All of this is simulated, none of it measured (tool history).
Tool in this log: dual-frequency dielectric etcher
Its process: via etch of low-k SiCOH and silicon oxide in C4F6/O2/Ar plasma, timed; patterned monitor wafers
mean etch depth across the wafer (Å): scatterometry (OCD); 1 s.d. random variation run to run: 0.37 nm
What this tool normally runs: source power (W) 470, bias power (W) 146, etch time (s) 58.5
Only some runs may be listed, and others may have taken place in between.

run      day  source power (W)  bias power (W)  etch time (s)  wafers since the last listed run  hours since the last wet clean  hours since the last source power generator calibration  hours since the last bias power generator calibration  hours since the last upper electrode change  hours since the gauge calibration  read-back reference wafer on the same gauge, depth_nm  mean etch depth across the wafer (Å)
  1    0.000               470             146           67.5                                 0                           289.9                                                   3701.6                                                 1520.8                                       5590.1                             1772.0                                                  118.1                                  1689
  2    3.271               470             146           67.5                               996                           368.4                                                   3780.1                                                 1599.3                                       5668.6                             1850.5                                                  118.0                                  1692
  3    5.150               470             146           67.5                               572                           413.5                                                   3825.2                                                 1644.4                                       5713.7                             1895.6                                                  118.0                                  1688
  4    8.842               470             146           69.0                              1124                           502.1                                                   3913.8                                                 1733.0                                       5802.3                             1984.2                                                  118.0                                  1733
  5   12.929               470             146           58.5                              1245                           600.2                                                   4011.9                                                 1831.1                                       5900.4                             2082.3                                                  118.0                                  1467
      16.542  -- wet clean of the chamber
  6   16.562               470             146           58.5                               802                             0.5                                                   4099.1                                                 1918.3                                       5987.6                             2169.5                                                  118.1                                  1463
  7   17.725               470             146           58.5                               354                            28.4                                                   4127.0                                                 1946.2                                       6015.5                             2197.4                                                  118.0                                  1460
      18.892  -- source power generator calibrated
  8   26.321               470             146           58.5                              2567                           234.7                                                    178.3                                                 2152.5                                       6221.8                             2403.7                                                  118.0                                  1464
  9   29.379               470             146           58.5                               931                           308.1                                                    251.7                                                 2225.9                                       6295.2                             2477.1                                                  118.0                                  1464
 10   32.371               360             146           58.5                               911                           379.9                                                    323.5                                                 2297.7                                       6367.0                             2548.9                                                  118.0                                  1382
      37.492  -- upper electrode replaced
 11   43.538               470             146           58.5                              3096                           647.9                                                    591.5                                                 2565.7                                        145.1                             2816.9                                                  118.0                                  1476
      46.438  -- wet clean of the chamber
 12   46.458               470             146           58.5                               585                             0.5                                                    661.6                                                 2635.8                                        215.2                             2887.0                                                  117.9                                  1471
 13   49.854               470             146           58.5                              1034                            82.0                                                    743.1                                                 2717.3                                        296.7                             2968.5                                                  118.0                                  1472
      52.654  -- bias power generator calibrated
 14   53.542               360             180           52.0                              1072                           170.5                                                    831.6                                                   21.3                                        385.2                             3057.0                                                  118.0                                  1284
      53.562  -- gauge calibrated
 15   55.746               370             146           48.5                               671                           223.4                                                    884.5                                                   74.2                                        438.1                               52.4                                                  118.0                                  1136
 16   57.867               470             146           58.5                               645                           274.3                                                    935.4                                                  125.1                                        489.0                              103.3                                                  118.0                                  1453
 17   62.067               580             158           58.5                              1279                           375.1                                                   1036.2                                                  225.9                                        589.8                              204.1                                                  118.1                                  1573
 18   63.938               590             133           74.5                               569                           420.0                                                   1081.1                                                  270.8                                        634.7                              249.0                                                  118.0                                  1920
 19   66.288               470             111           58.5                               715                           476.4                                                   1137.5                                                  327.2                                        691.1                              305.4                                                  118.0                                  1351
 20   71.604               560             146           58.5                              1619                           604.0                                                   1265.1                                                  454.8                                        818.7                              433.0                                                  118.0                                  1519
      76.246  -- wet clean of the chamber
 21   76.267               470             146           69.5                              1115                             0.5                                                   1377.0                                                  566.7                                        930.6                              544.9                                                  118.0                                  1731
 22   79.358               470             146           44.0                               941                            74.7                                                   1451.2                                                  640.9                                       1004.8                              619.1                                                  118.0                                  1096
 23   82.625               420             164           45.0                               994                           153.1                                                   1529.6                                                  719.3                                       1083.2                              697.5                                                  118.0                                  1117
 24   84.238               470             146           58.5                               491                           191.8                                                   1568.3                                                  758.0                                       1121.9                              736.2                                                  117.9                                  1455
 25   88.412               520             121           44.0                              1271                           292.0                                                   1668.5                                                  858.2                                       1222.1                              836.4                                                  118.1                                  1068
 26   90.596               410             162           73.5                               665                           344.4                                                   1720.9                                                  910.6                                       1274.5                              888.8                                                  118.1                                  1815
 27   93.000               400             182           47.0                               732                           402.1                                                   1778.6                                                  968.3                                       1332.2                              946.5                                                  118.0                                  1194
 28   97.475               570             155           46.0                              1363                           509.5                                                   1886.0                                                 1075.7                                       1439.6                             1053.9                                                  118.1                                  1223
      99.633  -- wet clean of the chamber
 29  100.925               410             146           58.5                               746                            31.0                                                   1968.8                                                 1158.5                                       1522.4                             1136.7                                                  118.0                                  1402

Each row is a separate what-if for the run after 29, all from the same tool condition, not one after another. Results?
  A  100.942               470             166           58.5                                 5                            31.4                                                   1969.2                                                 1158.9                                       1522.8                             1137.1                                                      ?                                     ?
  B  100.942               560             126           71.5                                 5                            31.4                                                   1969.2                                                 1158.9                                       1522.8                             1137.1                                                      ?                                     ?
  C  100.942               360             136           58.5                                 5                            31.4                                                   1969.2                                                 1158.9                                       1522.8                             1137.1                                                      ?                                     ?
  D  100.942               590             179           58.5                                 5                            31.4                                                   1969.2                                                 1158.9                                       1522.8                             1137.1                                                      ?                                     ?

run  read-back reference wafer on the same gauge, depth_nm  mean etch depth across the wafer (Å)
  A                                                  117.9                                  1509
  B                                                  117.9                                  1793
  C                                                  117.9                                  1335
  D                                                  117.9                                  1639
Had the tool no hidden state, the same runs would have come out as:
run  mean etch depth across the wafer (Å)
  A                                  1507
  B                                  1791
  C                                  1334
  D                                  1637
